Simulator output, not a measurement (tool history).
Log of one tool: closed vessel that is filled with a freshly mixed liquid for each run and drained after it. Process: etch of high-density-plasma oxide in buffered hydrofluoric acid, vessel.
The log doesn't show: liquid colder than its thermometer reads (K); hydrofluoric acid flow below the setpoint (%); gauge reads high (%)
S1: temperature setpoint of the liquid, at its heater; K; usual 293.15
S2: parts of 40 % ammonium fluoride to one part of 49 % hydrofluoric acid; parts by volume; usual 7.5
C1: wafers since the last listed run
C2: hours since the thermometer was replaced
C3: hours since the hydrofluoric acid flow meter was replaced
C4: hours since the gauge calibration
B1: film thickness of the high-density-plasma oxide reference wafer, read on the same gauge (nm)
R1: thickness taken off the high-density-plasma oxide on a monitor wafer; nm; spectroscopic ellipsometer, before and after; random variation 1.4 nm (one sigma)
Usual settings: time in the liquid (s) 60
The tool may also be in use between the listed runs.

run 1 hour=0 | S1=297.15 S2=7.5 time_in_the_liquid_(s)=60 | C1=0 C2=1805.5 C3=469.2 C4=716.7 | B1=50.03 | R1=186.41
run 2 hour=103.4 | S1=297.15 S2=7.5 time_in_the_liquid_(s)=60 | C1=8463 C2=1908.9 C3=572.6 C4=820.1 | B1=50.04 | R1=184.43
run 3 hour=141.5 | S1=297.15 S2=7.5 time_in_the_liquid_(s)=60 | C1=3118 C2=1947 C3=610.7 C4=858.2 | B1=50.01 | R1=186.81
run 4 hour=209.7 | S1=293.15 S2=7.5 time_in_the_liquid_(s)=60 | C1=5582 C2=2015.2 C3=678.9 C4=926.4 | B1=49.99 | R1=150.13
run 5 hour=254.7 | S1=293.15 S2=7.5 time_in_the_liquid_(s)=60 | C1=3683 C2=2060.2 C3=723.9 C4=971.4 | B1=50.05 | R1=150.25
run 6 hour=352.6 | S1=293.15 S2=7.5 time_in_the_liquid_(s)=60 | C1=8013 C2=2158.1 C3=821.8 C4=1069.3 | B1=49.98 | R1=147.87
run 7 hour=442.9 | S1=293.15 S2=7.5 time_in_the_liquid_(s)=60 | C1=7391 C2=2248.4 C3=912.1 C4=1159.6 | B1=50 | R1=147.36
-- hour=472.2 gauge calibrated
run 8 hour=506.2 | S1=293.15 S2=7.5 time_in_the_liquid_(s)=60 | C1=5181 C2=2311.7 C3=975.4 C4=34 | B1=49.97 | R1=148.48
run 9 hour=576.4 | S1=293.15 S2=7.5 time_in_the_liquid_(s)=60 | C1=5746 C2=2381.9 C3=1045.6 C4=104.2 | B1=50 | R1=146.79
run 10 hour=626.3 | S1=293.15 S2=7.5 time_in_the_liquid_(s)=60 | C1=4084 C2=2431.8 C3=1095.5 C4=154.1 | B1=49.98 | R1=146.46
run 11 hour=776.4 | S1=293.15 S2=9 time_in_the_liquid_(s)=60 | C1=12286 C2=2581.9 C3=1245.6 C4=304.2 | B1=50.01 | R1=122.39
-- hour=781.6 thermometer replaced
run 12 hour=961.1 | S1=293.15 S2=7.5 time_in_the_liquid_(s)=60 | C1=15036 C2=179.5 C3=1430.3 C4=488.9 | B1=50 | R1=145
run 13 hour=1008.4 | S1=293.15 S2=7.5 time_in_the_liquid_(s)=85 | C1=3871 C2=226.8 C3=1477.6 C4=536.2 | B1=49.96 | R1=203.58
run 14 hour=1211.4 | S1=290.15 S2=9.5 time_in_the_liquid_(s)=30 | C1=16616 C2=429.8 C3=1680.6 C4=739.2 | B1=49.98 | R1=49.17
run 15 hour=1270.2 | S1=293.15 S2=7.5 time_in_the_liquid_(s)=60 | C1=4813 C2=488.6 C3=1739.4 C4=798 | B1=49.98 | R1=143.79
run 16 hour=1342.7 | S1=293.15 S2=5.5 time_in_the_liquid_(s)=60 | C1=5934 C2=561.1 C3=1811.9 C4=870.5 | B1=49.99 | R1=191.47
run 17 hour=1413.7 | S1=293.15 S2=7.5 time_in_the_liquid_(s)=60 | C1=5811 C2=632.1 C3=1882.9 C4=941.5 | B1=49.99 | R1=141.96
-- hour=1439.5 gauge calibrated
run 18 hour=1498.5 | S1=293.15 S2=7.5 time_in_the_liquid_(s)=60 | C1=6941 C2=716.9 C3=1967.7 C4=59 | B1=50.01 | R1=140.33
-- hour=1630.2 hydrofluoric acid flow meter replaced
run 19 hour=1819 | S1=290.15 S2=7.5 time_in_the_liquid_(s)=60 | C1=26152 C2=1037.4 C3=188.8 C4=379.5 | B1=49.94 | R1=129.47
run 20 hour=1862.5 | S1=293.15 S2=7.5 time_in_the_liquid_(s)=60 | C1=3560 C2=1080.9 C3=232.3 C4=423 | B1=50.06 | R1=148.81
run 21 hour=1965.9 | S1=290.15 S2=6.5 time_in_the_liquid_(s)=70 | C1=8463 C2=1184.3 C3=335.7 C4=526.4 | B1=50.02 | R1=174.59
run 22 hour=2057.2 | S1=293.15 S2=8.5 time_in_the_liquid_(s)=60 | C1=7473 C2=1275.6 C3=427 C4=617.7 | B1=50.02 | R1=130.28
run 23 hour=2157.7 | S1=293.15 S2=7.5 time_in_the_liquid_(s)=60 | C1=8226 C2=1376.1 C3=527.5 C4=718.2 | B1=49.97 | R1=148.69
run 24 hour=2213.4 | S1=295.15 S2=7.5 time_in_the_liquid_(s)=60 | C1=4559 C2=1431.8 C3=583.2 C4=773.9 | B1=50 | R1=168.74

Forecast each of these 5 alternatives for the next run:
run A hour=2214.1 | S1=296.65 S2=7.5 time_in_the_liquid_(s)=60 | C1=57 C2=1432.5 C3=583.9 C4=774.6 | B1=? | R1=?
run B hour=2214.1 | S1=293.15 S2=7.5 time_in_the_liquid_(s)=90 | C1=57 C2=1432.5 C3=583.9 C4=774.6 | B1=? | R1=?
run C hour=2214.1 | S1=290.15 S2=10 time_in_the_liquid_(s)=60 | C1=57 C2=1432.5 C3=583.9 C4=774.6 | B1=? | R1=?
run D hour=2214.1 | S1=293.15 S2=5 time_in_the_liquid_(s)=75 | C1=57 C2=1432.5 C3=583.9 C4=774.6 | B1=? | R1=?
run E hour=2214.1 | S1=293.15 S2=8.5 time_in_the_liquid_(s)=50 | C1=57 C2=1432.5 C3=583.9 C4=774.6 | B1=? | R1=?

run=A B1=50 R1=179.41
run=B B1=50 R1=221.76
run=C B1=50 R1=96.03
run=D B1=50 R1=266.91
run=E B1=50 R1=107.57
Without the tool's hidden state the same runs would have given:
run=A R1=183.49
run=B R1=226.82
run=C R1=98
run=D R1=271.64
run=E R1=110.03
